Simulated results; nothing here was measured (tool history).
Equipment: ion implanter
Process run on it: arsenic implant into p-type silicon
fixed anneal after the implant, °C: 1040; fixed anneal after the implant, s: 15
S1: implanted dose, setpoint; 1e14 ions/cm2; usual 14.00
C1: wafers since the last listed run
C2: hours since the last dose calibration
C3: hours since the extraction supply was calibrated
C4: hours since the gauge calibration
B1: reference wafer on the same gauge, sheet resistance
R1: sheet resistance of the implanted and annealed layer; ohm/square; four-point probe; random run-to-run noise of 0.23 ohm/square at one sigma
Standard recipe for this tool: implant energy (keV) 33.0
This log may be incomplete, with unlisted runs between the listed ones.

Run 1, hour 0.0: usual settings but S1 12.20 1e14 ions/cm2; C1 0; C2 1910.6; C3 1748.2; C4 109.3; B1 77.22. Result: R1 95.64 ohm/square.
Run 2, hour 19.8: usual settings but implant energy (keV) 41.0; C1 311; C2 1930.4; C3 1768.0; C4 129.1; B1 77.18. Result: R1 84.63 ohm/square.
Run 3, hour 55.5: usual settings but S1 11.86 1e14 ions/cm2; C1 562; C2 1966.1; C3 1803.7; C4 164.8; B1 77.17. Result: R1 97.05 ohm/square.
Run 4, hour 69.0: usual settings but S1 11.86 1e14 ions/cm2; C1 212; C2 1979.6; C3 1817.2; C4 178.3; B1 77.18. Result: R1 97.02 ohm/square.
Run 5, hour 98.3: usual settings; C1 461; C2 2008.9; C3 1846.5; C4 207.6; B1 77.12. Result: R1 88.49 ohm/square.
Run 6, hour 133.2: usual settings; C1 549; C2 2043.8; C3 1881.4; C4 242.5; B1 77.21. Result: R1 89.13 ohm/square.
Run 7, hour 151.5: usual settings; C1 288; C2 2062.1; C3 1899.7; C4 260.8; B1 77.24. Result: R1 89.45 ohm/square.
Run 8, hour 175.7: usual settings; C1 381; C2 2086.3; C3 1923.9; C4 285.0; B1 77.22. Result: R1 88.60 ohm/square.
Run 9, hour 191.3: usual settings; C1 245; C2 2101.9; C3 1939.5; C4 300.6; B1 77.22. Result: R1 88.95 ohm/square.
Run 10, hour 278.9: usual settings; C1 1379; C2 2189.5; C3 2027.1; C4 388.2; B1 77.13. Result: R1 88.45 ohm/square.
Run 11, hour 304.4: usual settings; C1 401; C2 2215.0; C3 2052.6; C4 413.7; B1 77.21. Result: R1 88.04 ohm/square.
At hour 364.3: Faraday cup replaced and dose calibrated.
Run 12, hour 397.8: usual settings but implant energy (keV) 40.0; C1 1345; C2 33.5; C3 2146.0; C4 507.1; B1 77.22. Result: R1 86.51 ohm/square.
Run 13, hour 423.3: usual settings but implant energy (keV) 40.0; C1 401; C2 59.0; C3 2171.5; C4 532.6; B1 77.19. Result: R1 87.05 ohm/square.
Run 14, hour 442.7: usual settings but implant energy (keV) 40.0; C1 305; C2 78.4; C3 2190.9; C4 552.0; B1 77.21. Result: R1 86.81 ohm/square.
Run 15, hour 458.8: usual settings but S1 15.23 1e14 ions/cm2; C1 253; C2 94.5; C3 2207.0; C4 568.1; B1 77.25. Result: R1 87.41 ohm/square.
Run 16, hour 483.1: usual settings but S1 15.23 1e14 ions/cm2; C1 382; C2 118.8; C3 2231.3; C4 592.4; B1 77.22. Result: R1 86.85 ohm/square.
Run 17, hour 499.3: usual settings but S1 15.23 1e14 ions/cm2; C1 255; C2 135.0; C3 2247.5; C4 608.6; B1 77.26. Result: R1 87.14 ohm/square.
Run 18, hour 512.0: usual settings but implant energy (keV) 43.5; C1 200; C2 147.7; C3 2260.2; C4 621.3; B1 77.18. Result: R1 84.99 ohm/square.
Run 19, hour 539.1: usual settings but S1 16.99 1e14 ions/cm2, implant energy (keV) 21.5; C1 426; C2 174.8; C3 2287.3; C4 648.4; B1 77.25. Result: R1 92.08 ohm/square.
Run 20, hour 562.5: usual settings but S1 12.09 1e14 ions/cm2, implant energy (keV) 23.5; C1 368; C2 198.2; C3 2310.7; C4 671.8; B1 77.22. Result: R1 105.19 ohm/square.
Run 21, hour 575.9: usual settings but S1 17.95 1e14 ions/cm2, implant energy (keV) 41.5; C1 211; C2 211.6; C3 2324.1; C4 685.2; B1 77.20. Result: R1 75.61 ohm/square.
Run 22, hour 606.3: usual settings but S1 15.26 1e14 ions/cm2, implant energy (keV) 42.5; C1 478; C2 242.0; C3 2354.5; C4 715.6; B1 77.22. Result: R1 81.41 ohm/square.
Run 23, hour 625.4: usual settings but implant energy (keV) 22.0; C1 300; C2 261.1; C3 2373.6; C4 734.7; B1 77.25. Result: R1 99.31 ohm/square.
Run 24, hour 646.1: usual settings but S1 10.36 1e14 ions/cm2, implant energy (keV) 43.5; C1 326; C2 281.8; C3 2394.3; C4 755.4; B1 77.23. Result: R1 102.79 ohm/square.
At hour 669.3: extraction supply calibrated.
Run 25, hour 676.6: usual settings; C1 354; C2 312.3; C3 7.3; C4 785.9; B1 77.22. Result: R1 90.69 ohm/square.
Run 26, hour 702.8: usual settings but S1 16.86 1e14 ions/cm2, implant energy (keV) 27.0; C1 412; C2 338.5; C3 33.5; C4 812.1; B1 77.21. Result: R1 87.31 ohm/square.
Run 27, hour 715.5: usual settings but S1 17.08 1e14 ions/cm2, implant energy (keV) 26.5; C1 200; C2 351.2; C3 46.2; C4 824.8; B1 77.25. Result: R1 87.45 ohm/square.
Run 28, hour 741.0: usual settings but implant energy (keV) 26.0; C1 401; C2 376.7; C3 71.7; C4 850.3; B1 77.13. Result: R1 96.14 ohm/square.
At hour 753.0: gauge calibrated.
Run 29, hour 764.3: usual settings but S1 17.90 1e14 ions/cm2, implant energy (keV) 29.0; C1 366; C2 400.0; C3 95.0; C4 11.3; B1 77.26. Result: R1 84.42 ohm/square.
Run 30, hour 787.0: usual settings; C1 357; C2 422.7; C3 117.7; C4 34.0; B1 77.22. Result: R1 91.00 ohm/square.
Run 31, hour 807.3: usual settings; C1 319; C2 443.0; C3 138.0; C4 54.3; B1 77.22. Result: R1 90.68 ohm/square.
Run 32, hour 820.0: usual settings but S1 16.08 1e14 ions/cm2; C1 200; C2 455.7; C3 150.7; C4 67.0; B1 77.21. Result: R1 84.85 ohm/square.
Run 33, hour 923.4: usual settings but S1 18.11 1e14 ions/cm2, implant energy (keV) 29.0; C1 1628; C2 559.1; C3 254.1; C4 170.4; B1 77.23. Result: R1 83.50 ohm/square.
Run 34, hour 940.8: usual settings; C1 274; C2 576.5; C3 271.5; C4 187.8; B1 77.21. Result: R1 90.90 ohm/square.
Run 35, hour 977.9: usual settings but S1 12.76 1e14 ions/cm2, implant energy (keV) 36.0; C1 584; C2 613.6; C3 308.6; C4 224.9; B1 77.20. Result: R1 93.58 ohm/square.
Run 36, hour 1011.4: usual settings but S1 10.20 1e14 ions/cm2, implant energy (keV) 41.5; C1 527; C2 647.1; C3 342.1; C4 258.4; B1 77.22. Result: R1 104.75 ohm/square.
Run 37, hour 1046.0: usual settings but S1 12.32 1e14 ions/cm2, implant energy (keV) 42.5; C1 544; C2 681.7; C3 376.7; C4 293.0; B1 77.14. Result: R1 91.98 ohm/square.
Run 38, hour 1080.7: usual settings but S1 10.24 1e14 ions/cm2, implant energy (keV) 42.0; C1 546; C2 716.4; C3 411.4; C4 327.7; B1 77.20. Result: R1 103.80 ohm/square.

Alternative continuations, all from the tool just after run 38; predict every row:
Run A, hour 1081.1: usual settings but implant energy (keV) 37.0; C1 6; C2 716.8; C3 411.8; C4 328.1; B1 ?. Result: R1 ?.
Run B, hour 1081.1: usual settings but S1 10.00 1e14 ions/cm2; C1 6; C2 716.8; C3 411.8; C4 328.1; B1 ?. Result: R1 ?.
Run C, hour 1081.1: usual settings but S1 10.58 1e14 ions/cm2, implant energy (keV) 22.0; C1 6; C2 716.8; C3 411.8; C4 328.1; B1 ?. Result: R1 ?.

run     B1      R1
  A  77.16   88.59
  B  77.16  110.89
  C  77.16  115.15
Take away the tool's hidden state, keep each run's random variation, and the runs would have read:
run      R1
  A   88.76
  B  111.14
  C  115.39

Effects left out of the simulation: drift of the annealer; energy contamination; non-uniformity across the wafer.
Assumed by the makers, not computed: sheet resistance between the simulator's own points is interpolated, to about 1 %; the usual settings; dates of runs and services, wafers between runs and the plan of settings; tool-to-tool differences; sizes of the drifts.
